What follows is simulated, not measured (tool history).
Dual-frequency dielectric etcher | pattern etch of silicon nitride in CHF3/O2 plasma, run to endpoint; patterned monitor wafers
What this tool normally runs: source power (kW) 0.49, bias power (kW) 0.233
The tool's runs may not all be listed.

| run | day | source power (kW) | bias power (kW) | incoming incoming film thickness, nm | endpoint time (s) |
|---|---|---|---|---|---|
| 1 | 0 | 0.49 | 0.233 | 92.1 | 58.2 |
| 2 | 1.029 | 0.49 | 0.233 | 92.8 | 57.7 |
| 3 | 3.571 | 0.49 | 0.233 | 91.9 | 56.6 |
| 4 | 4.838 | 0.55 | 0.233 | 91.6 | 54.3 |
| 5 | 5.621 | 0.55 | 0.233 | 92.6 | 54.1 |
| 6 | 6.867 | 0.49 | 0.233 | 93.5 | 56.7 |
| 7 | 8.492 | 0.49 | 0.253 | 92.3 | 54.1 |
| 8 | 9.967 | 0.49 | 0.233 | 93.2 | 56.8 |
| 9 | 10.921 | 0.49 | 0.233 | 92.5 | 56.1 |
| 10 | 11.538 | 0.49 | 0.233 | 92.5 | 56.3 |
| 11 | 13.471 | 0.49 | 0.246 | 92.7 | 57.6 |
| 12 | 13.954 | 0.53 | 0.272 | 93 | 54.1 |
| 13 | 14.65 | 0.57 | 0.263 | 93.3 | 53.9 |
| 14 | 15.838 | 0.46 | 0.185 | 91.1 | 63.5 |
| 15 | 16.933 | 0.49 | 0.233 | 93.7 | 57.7 |
| 16 | 17.621 | 0.49 | 0.274 | 92.2 | 53.8 |
| 17 | 18.838 | 0.49 | 0.233 | 91.7 | 57.3 |
| 18 | 19.983 | 0.52 | 0.192 | 93 | 59.6 |
| 19 | 21.367 | 0.52 | 0.177 | 93.1 | 61.4 |
| 20 | 22.85 | 0.6 | 0.182 | 93 | 58.1 |
| 21 | 24.017 | 0.41 | 0.278 | 93.4 | 57.2 |
| 22 | 25.058 | 0.43 | 0.209 | 92.8 | 61.6 |

Removed from this log: 4 entries logged between the listed runs. Between which two listed runs does each belong, and how does the tool's hidden state at the listed run before it compare with that at the listed run after it?
Logged between run 6 and run 7: upper electrode replaced (day 8.471)
  etch rate over this chamber's usual, %: 2.86 -> 3.28
  measured less the result without the state, endpoint time (s): -1.6 -> -1.8
Logged between run 10 and run 11: wet clean of the chamber (day 13.45)
  etch rate over this chamber's usual, %: 4.08 -> 0.234
  measured less the result without the state, endpoint time (s): -2.3 -> -0.2
Logged between run 13 and run 14: bias power generator calibrated (day 14.988)
  etch rate over this chamber's usual, %: 0.54 -> 0.849
  measured less the result without the state, endpoint time (s): -0.3 -> -0.6
Logged between run 16 and run 17: source power generator calibrated (day 18.712)
  etch rate over this chamber's usual, %: 1.31 -> 1.63
  measured less the result without the state, endpoint time (s): -0.7 -> -0.9
